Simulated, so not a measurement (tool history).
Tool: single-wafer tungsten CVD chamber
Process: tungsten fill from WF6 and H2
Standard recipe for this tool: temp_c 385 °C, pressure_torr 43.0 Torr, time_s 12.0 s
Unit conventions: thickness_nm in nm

run   hour  temp_c  pressure_torr  time_s  read-back reference wafer on the same gauge, thickness_nm  thickness_nm
  1    0.0     373           43.0    12.0                                                     30.516        20.002
  2   13.4     373           43.0    12.0                                                     30.495        20.047
  3   21.6     373           43.0    12.0                                                     30.503        20.013
  4   35.6     385           43.0    12.0                                                     30.478        26.601
  5   48.0     385           50.7    12.0                                                     30.476        28.555
  6   55.2     385           43.0    12.0                                                     30.498        26.610
  7   70.3     385           43.0    12.0                                                     30.485        26.679
  8  108.6     385           43.0    12.0                                                     30.498        26.571
  9  114.9     385           43.0    12.0                                                     30.481        26.463
 10  127.3     385           43.0    12.0                                                     30.491        26.408
 11  143.2     385           43.0    12.0                                                     30.488        26.450
     161.9  -- gauge calibrated
 12  162.2     385           43.0    12.0                                                     30.505        26.476
     179.2  -- capacitance manometer re-zeroed and calibrated
 13  179.7     385           43.0    12.0                                                     30.506        26.514
 14  217.5     374           43.0    12.8                                                     30.496        21.824
 15  225.6     385           43.0    12.0                                                     30.445        26.397
 16  235.0     376           43.0    13.3                                                     30.516        23.681
 17  245.3     385           33.0    14.3                                                     30.501        28.235
 18  261.0     385           43.0    10.4                                                     30.488        22.841
     279.1  -- thermocouple changed; heater temperature recalibrated
 19  279.6     374           48.4    11.2                                                     30.516        18.221
 20  290.9     390           51.9    10.6                                                     30.501        25.826
     313.8  -- showerhead replaced
 21  314.3     397           43.0    11.3                                                     30.498        29.951
 22  320.7     385           38.8    12.0                                                     30.501        23.256
 23  338.1     385           43.0    12.0                                                     30.483        24.171
 24  352.5     385           47.4    12.0                                                     30.483        25.232
     362.3  -- thermocouple changed; heater temperature recalibrated, repeated, since the last time left the tool worse
 25  364.5     385           43.0    12.0                                                     30.489        29.252
 26  379.8     385           43.0    12.0                                                     30.494        29.059
 27  394.7     393           35.7    12.0                                                     30.537        32.471
 28  409.3     385           38.0    11.0                                                     30.505        25.301

Each row is a separate what-if for the run after 28, all from the same tool condition, not one after another. Results?
  A  409.7     385           43.0    12.0                                                          ?             ?
  B  409.7     385           37.9    10.3                                                          ?             ?
  C  409.7     385           43.0    13.8                                                          ?             ?
  D  409.7     374           38.9    13.9                                                          ?             ?
  E  409.7     393           53.5    10.0                                                          ?             ?

run  read-back reference wafer on the same gauge, thickness_nm  thickness_nm
  A                                                     30.515        29.061
  B                                                     30.515        23.698
  C                                                     30.515        33.439
  D                                                     30.515        25.062
  E                                                     30.515        31.523
Without the tool's hidden state the same runs would have given:
run  thickness_nm
  A        28.984
  B        23.636
  C        33.352
  D        24.993
  E        31.444
